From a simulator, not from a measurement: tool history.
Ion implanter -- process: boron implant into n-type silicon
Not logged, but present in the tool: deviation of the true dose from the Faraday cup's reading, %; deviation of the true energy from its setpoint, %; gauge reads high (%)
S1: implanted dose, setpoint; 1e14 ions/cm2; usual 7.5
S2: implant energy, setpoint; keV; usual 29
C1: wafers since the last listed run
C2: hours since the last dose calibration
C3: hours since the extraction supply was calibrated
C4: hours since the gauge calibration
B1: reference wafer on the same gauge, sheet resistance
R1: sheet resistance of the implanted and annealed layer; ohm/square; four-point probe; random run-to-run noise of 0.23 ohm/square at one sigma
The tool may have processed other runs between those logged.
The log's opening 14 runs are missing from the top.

run,day,S1,S2,C1,C2,C3,C4,B1,R1
15,14.971,7.5,29,518,2362.7,6852.8,116.4,136.02,149.65
16,15.608,7.5,20,233,2378,6868.1,131.7,135.98,154.89
17,17.067,7.5,39,533,2413,6903.1,166.7,135.99,146.36
# day 18.171: Faraday cup replaced and dose calibrated
18,18.242,7.5,21,308,1.7,6931.3,194.9,135.96,156.54
19,20.996,8.4,29,1008,67.8,6997.4,261,136,138.35
20,21.6,9.66,33,221,82.3,7011.9,275.5,135.97,122.16
21,22.65,5.72,35.5,384,107.5,7037.1,300.7,135.96,187.38
22,23.592,6.58,26,344,130.1,7059.7,323.3,135.99,171.51
23,24.462,7.5,29,318,151,7080.6,344.2,135.98,152.06
24,25.646,7.5,29,433,179.4,7109,372.6,135.99,151.68
25,26.692,7.5,19.5,382,204.5,7134.1,397.7,136.01,157.17
# day 27.433: extraction supply calibrated
26,27.967,9.57,25.5,344,235.1,12.8,428.3,135.99,125.22
27,28.529,6.65,21.5,205,248.6,26.3,441.8,135.97,172.71
28,29.817,7.5,29,471,279.5,57.2,472.7,135.95,151.61
29,30.75,6.02,32.5,341,301.9,79.6,495.1,135.99,180.72
30,32.088,8.86,37,489,334,111.7,527.2,135.97,129.79
31,33.217,8.64,32.5,413,361.1,138.8,554.3,135.97,133.34
32,34.142,5.78,29,338,383.3,161,576.5,135.96,189.12
33,34.962,9.19,26,300,403,180.7,596.2,136,128.71
34,36.233,7.5,29,465,433.5,211.2,626.7,135.97,151.75
35,36.938,7.5,37.5,257,450.4,228.1,643.6,135.96,148.87
36,38.438,7.5,29,549,486.4,264.1,679.6,136.05,151.8

Predict each of these 5 candidate next runs independently; none follows another, all start after run 36:
A,38.454,7.5,33,6,486.8,264.5,680,?,?
B,38.454,5.71,37.5,6,486.8,264.5,680,?,?
C,38.454,8.46,31.5,6,486.8,264.5,680,?,?
D,38.454,9.31,21,6,486.8,264.5,680,?,?
E,38.454,5.44,34,6,486.8,264.5,680,?,?

run,B1,R1
A,135.97,150.42
B,135.97,186.16
C,135.97,136.55
D,135.97,130.02
E,135.97,195.57
Had the tool no hidden state, the same runs would have come out as:
run,R1
A,151.13
B,187.03
C,137.21
D,130.64
E,196.49
